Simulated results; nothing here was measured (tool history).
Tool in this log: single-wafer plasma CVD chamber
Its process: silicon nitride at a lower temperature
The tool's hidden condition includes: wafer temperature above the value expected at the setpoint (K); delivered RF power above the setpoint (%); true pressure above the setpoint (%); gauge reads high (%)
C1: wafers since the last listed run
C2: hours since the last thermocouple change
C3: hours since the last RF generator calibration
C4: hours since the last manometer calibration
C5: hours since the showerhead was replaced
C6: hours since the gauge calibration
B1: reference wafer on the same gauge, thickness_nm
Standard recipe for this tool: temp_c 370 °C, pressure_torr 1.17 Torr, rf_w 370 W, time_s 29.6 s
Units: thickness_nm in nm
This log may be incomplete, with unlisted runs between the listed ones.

run 1 hour=0 | temp_c=382 pressure_torr=1.17 rf_w=370 time_s=29.6 | C1=0 C2=1090.5 C3=245.9 C4=1703.7 C5=4492.8 C6=1208.9 | B1=40.513 | thickness_nm=35.311
run 2 hour=98.2 | temp_c=382 pressure_torr=1.17 rf_w=370 time_s=29.6 | C1=3804 C2=1188.7 C3=344.1 C4=1801.9 C5=4591 C6=1307.1 | B1=40.478 | thickness_nm=35.034
run 3 hour=196.4 | temp_c=370 pressure_torr=1.17 rf_w=370 time_s=29.6 | C1=3804 C2=1286.9 C3=442.3 C4=1900.1 C5=4689.2 C6=1405.3 | B1=40.431 | thickness_nm=35.037
run 4 hour=255.5 | temp_c=370 pressure_torr=1.17 rf_w=370 time_s=29.6 | C1=2289 C2=1346 C3=501.4 C4=1959.2 C5=4748.3 C6=1464.4 | B1=40.522 | thickness_nm=35.239
run 5 hour=306.1 | temp_c=377 pressure_torr=1.17 rf_w=370 time_s=27.4 | C1=1960 C2=1396.6 C3=552 C4=2009.8 C5=4798.9 C6=1515 | B1=40.494 | thickness_nm=32.422
run 6 hour=353.7 | temp_c=370 pressure_torr=1.17 rf_w=370 time_s=29.6 | C1=1844 C2=1444.2 C3=599.6 C4=2057.4 C5=4846.5 C6=1562.6 | B1=40.456 | thickness_nm=35.152
run 7 hour=407.6 | temp_c=370 pressure_torr=1.17 rf_w=370 time_s=29.6 | C1=2088 C2=1498.1 C3=653.5 C4=2111.3 C5=4900.4 C6=1616.5 | B1=40.486 | thickness_nm=34.971
run 8 hour=470.5 | temp_c=370 pressure_torr=1.17 rf_w=370 time_s=29.6 | C1=2436 C2=1561 C3=716.4 C4=2174.2 C5=4963.3 C6=1679.4 | B1=40.531 | thickness_nm=35.068
run 9 hour=515.8 | temp_c=370 pressure_torr=1.17 rf_w=370 time_s=29.6 | C1=1754 C2=1606.3 C3=761.7 C4=2219.5 C5=5008.6 C6=1724.7 | B1=40.584 | thickness_nm=34.789
run 10 hour=576.5 | temp_c=370 pressure_torr=1.17 rf_w=370 time_s=29.6 | C1=2351 C2=1667 C3=822.4 C4=2280.2 C5=5069.3 C6=1785.4 | B1=40.48 | thickness_nm=34.881
run 11 hour=653.9 | temp_c=370 pressure_torr=1.17 rf_w=370 time_s=29.6 | C1=2998 C2=1744.4 C3=899.8 C4=2357.6 C5=5146.7 C6=1862.8 | B1=40.507 | thickness_nm=34.778
run 12 hour=712.8 | temp_c=366 pressure_torr=1.17 rf_w=370 time_s=29.6 | C1=2281 C2=1803.3 C3=958.7 C4=2416.5 C5=5205.6 C6=1921.7 | B1=40.48 | thickness_nm=35.019
-- hour=728.7 thermocouple changed; heater temperature recalibrated
run 13 hour=768.4 | temp_c=366 pressure_torr=1.17 rf_w=370 time_s=29.6 | C1=1844 C2=39.7 C3=1014.3 C4=2472.1 C5=5261.2 C6=1977.3 | B1=40.532 | thickness_nm=34.771
run 14 hour=804.4 | temp_c=370 pressure_torr=1.17 rf_w=370 time_s=29.6 | C1=1394 C2=75.7 C3=1050.3 C4=2508.1 C5=5297.2 C6=2013.3 | B1=40.496 | thickness_nm=34.656
run 15 hour=869 | temp_c=379 pressure_torr=0.99 rf_w=370 time_s=29.6 | C1=2502 C2=140.3 C3=1114.9 C4=2572.7 C5=5361.8 C6=2077.9 | B1=40.482 | thickness_nm=33.478
-- hour=897.3 capacitance manometer re-zeroed and calibrated
run 16 hour=923.1 | temp_c=370 pressure_torr=1.17 rf_w=370 time_s=29.6 | C1=1785 C2=194.4 C3=1169 C4=25.8 C5=5415.9 C6=2132 | B1=40.517 | thickness_nm=34.892
-- hour=980.6 gauge calibrated
run 17 hour=1070.8 | temp_c=374 pressure_torr=1.4 rf_w=420 time_s=32.7 | C1=5721 C2=342.1 C3=1316.7 C4=173.5 C5=5563.6 C6=90.2 | B1=40.499 | thickness_nm=42.39
-- hour=1125.8 showerhead replaced
run 18 hour=1211.3 | temp_c=360 pressure_torr=0.89 rf_w=320 time_s=32.8 | C1=5133 C2=482.6 C3=1457.2 C4=314 C5=85.5 C6=230.7 | B1=40.477 | thickness_nm=33.688
run 19 hour=1297.2 | temp_c=376 pressure_torr=1.35 rf_w=400 time_s=32.9 | C1=3327 C2=568.5 C3=1543.1 C4=399.9 C5=171.4 C6=316.6 | B1=40.591 | thickness_nm=41.413
run 20 hour=1378.3 | temp_c=375 pressure_torr=1.17 rf_w=370 time_s=29.6 | C1=3141 C2=649.6 C3=1624.2 C4=481 C5=252.5 C6=397.7 | B1=40.482 | thickness_nm=34.759
-- hour=1490.4 RF generator calibrated
run 21 hour=1546 | temp_c=370 pressure_torr=1.32 rf_w=325 time_s=29.6 | C1=6186 C2=817.3 C3=55.6 C4=648.7 C5=420.2 C6=565.4 | B1=40.494 | thickness_nm=34.649
run 22 hour=1761.9 | temp_c=385 pressure_torr=1.34 rf_w=425 time_s=34.8 | C1=8364 C2=1033.2 C3=271.5 C4=864.6 C5=636.1 C6=781.3 | B1=40.51 | thickness_nm=45.467
run 23 hour=1839.1 | temp_c=370 pressure_torr=1.17 rf_w=370 time_s=29.6 | C1=2990 C2=1110.4 C3=348.7 C4=941.8 C5=713.3 C6=858.5 | B1=40.508 | thickness_nm=35.364
run 24 hour=1920.6 | temp_c=357 pressure_torr=1.17 rf_w=370 time_s=31.5 | C1=3157 C2=1191.9 C3=430.2 C4=1023.3 C5=794.8 C6=940 | B1=40.479 | thickness_nm=37.803
run 25 hour=1980.6 | temp_c=379 pressure_torr=0.99 rf_w=370 time_s=29.6 | C1=2324 C2=1251.9 C3=490.2 C4=1083.3 C5=854.8 C6=1000 | B1=40.496 | thickness_nm=33.683
run 26 hour=2297.3 | temp_c=380 pressure_torr=1.08 rf_w=370 time_s=29.6 | C1=12269 C2=1568.6 C3=806.9 C4=1400 C5=1171.5 C6=1316.7 | B1=40.54 | thickness_nm=33.706

Table of differences, measured result less the result of that run with no hidden state. Run-to-run variation is the same in both. Gauge scatter possibly is not:
run=1 thickness_nm=-0.467
run=2 thickness_nm=-0.604
run=3 thickness_nm=-0.725
run=4 thickness_nm=-0.795
run=5 thickness_nm=-0.779
run=6 thickness_nm=-0.889
run=7 thickness_nm=-0.931
run=8 thickness_nm=-0.983
run=9 thickness_nm=-1.008
run=10 thickness_nm=-1.051
run=11 thickness_nm=-1.094
run=12 thickness_nm=-1.133
run=13 thickness_nm=-1.153
run=14 thickness_nm=-1.165
run=15 thickness_nm=-1.152
run=16 thickness_nm=-1.221
run=17 thickness_nm=-1.467
run=18 thickness_nm=-1.305
run=19 thickness_nm=-1.564
run=20 thickness_nm=-1.336
run=21 thickness_nm=-0.154
run=22 thickness_nm=-0.65
run=23 thickness_nm=-0.65
run=24 thickness_nm=-0.804
run=25 thickness_nm=-0.782
run=26 thickness_nm=-1.039
